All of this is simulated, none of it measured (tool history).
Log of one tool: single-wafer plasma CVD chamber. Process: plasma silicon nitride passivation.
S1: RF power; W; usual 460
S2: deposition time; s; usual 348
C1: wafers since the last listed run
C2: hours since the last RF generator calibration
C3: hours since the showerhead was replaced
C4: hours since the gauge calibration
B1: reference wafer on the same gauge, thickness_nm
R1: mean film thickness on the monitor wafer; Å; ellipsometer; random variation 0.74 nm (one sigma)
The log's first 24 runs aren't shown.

Run 25, hour 337.9: usual settings but S1 425 W, S2 376 s; C1 55; C2 109.1; C3 180.8; C4 152.6; B1 427.991. Result: R1 5135.22 Å.
Run 26, hour 345.8: usual settings; C1 25; C2 117; C3 188.7; C4 160.5; B1 428.046. Result: R1 4876.06 Å.
Run 27, hour 362.7: usual settings but S1 385 W, S2 389 s; C1 54; C2 133.9; C3 205.6; C4 177.4; B1 428.106. Result: R1 5150.46 Å.
Run 28, hour 371.3: usual settings but S1 375 W, S2 288 s; C1 27; C2 142.5; C3 214.2; C4 186; B1 428.114. Result: R1 3777.42 Å.
Run 29, hour 380.2: usual settings but S1 550 W, S2 389 s; C1 28; C2 151.4; C3 223.1; C4 194.9; B1 427.938. Result: R1 5765.31 Å.
Run 30, hour 389.8: usual settings; C1 30; C2 161; C3 232.7; C4 204.5; B1 427.931. Result: R1 4866.24 Å.
Run 31, hour 397.6: usual settings but S1 505 W, S2 325 s; C1 24; C2 168.8; C3 240.5; C4 212.3; B1 427.669. Result: R1 4681.22 Å.
Run 32, hour 405: usual settings but S1 385 W, S2 389 s; C1 23; C2 176.2; C3 247.9; C4 219.7; B1 427.95. Result: R1 5144.45 Å.
Run 33, hour 412.6: usual settings but S1 535 W, S2 394 s; C1 24; C2 183.8; C3 255.5; C4 227.3; B1 428.23. Result: R1 5757.77 Å.
Run 34, hour 443.4: usual settings; C1 98; C2 214.6; C3 286.3; C4 258.1; B1 428.036. Result: R1 4851.25 Å.
Run 35, hour 450.9: usual settings but S1 375 W, S2 368 s; C1 24; C2 222.1; C3 293.8; C4 265.6; B1 427.976. Result: R1 4804.86 Å.
Run 36, hour 460.5: usual settings but S1 485 W, S2 297 s; C1 30; C2 231.7; C3 303.4; C4 275.2; B1 427.866. Result: R1 4231.8 Å.
Run 37, hour 467.5: usual settings; C1 22; C2 238.7; C3 310.4; C4 282.2; B1 428.041. Result: R1 4855.36 Å.
Run 38, hour 482.1: usual settings but S1 500 W, S2 322 s; C1 46; C2 253.3; C3 325; C4 296.8; B1 427.885. Result: R1 4614.41 Å.

Forecast each of these 5 alternatives for the next run:
Run A, hour 482.6: usual settings but S2 286 s; C1 1; C2 253.8; C3 325.5; C4 297.3; B1 ?. Result: R1 ?.
Run B, hour 482.6: usual settings but S1 550 W, S2 314 s; C1 1; C2 253.8; C3 325.5; C4 297.3; B1 ?. Result: R1 ?.
Run C, hour 482.6: usual settings but S1 485 W; C1 1; C2 253.8; C3 325.5; C4 297.3; B1 ?. Result: R1 ?.
Run D, hour 482.6: usual settings but S1 525 W, S2 330 s; C1 1; C2 253.8; C3 325.5; C4 297.3; B1 ?. Result: R1 ?.
Run E, hour 482.6: usual settings but S1 385 W, S2 409 s; C1 1; C2 253.8; C3 325.5; C4 297.3; B1 ?. Result: R1 ?.

run       B1       R1
  A  428.184  4000.62
  B  428.184  4648.16
  C  428.184  4950.51
  D  428.184  4813.79
  E  428.184  5404.07
Without the tool's hidden state the same runs would have given:
run       R1
  A  4044.78
  B  4699.46
  C  5005.15
  D  4866.92
  E  5463.72

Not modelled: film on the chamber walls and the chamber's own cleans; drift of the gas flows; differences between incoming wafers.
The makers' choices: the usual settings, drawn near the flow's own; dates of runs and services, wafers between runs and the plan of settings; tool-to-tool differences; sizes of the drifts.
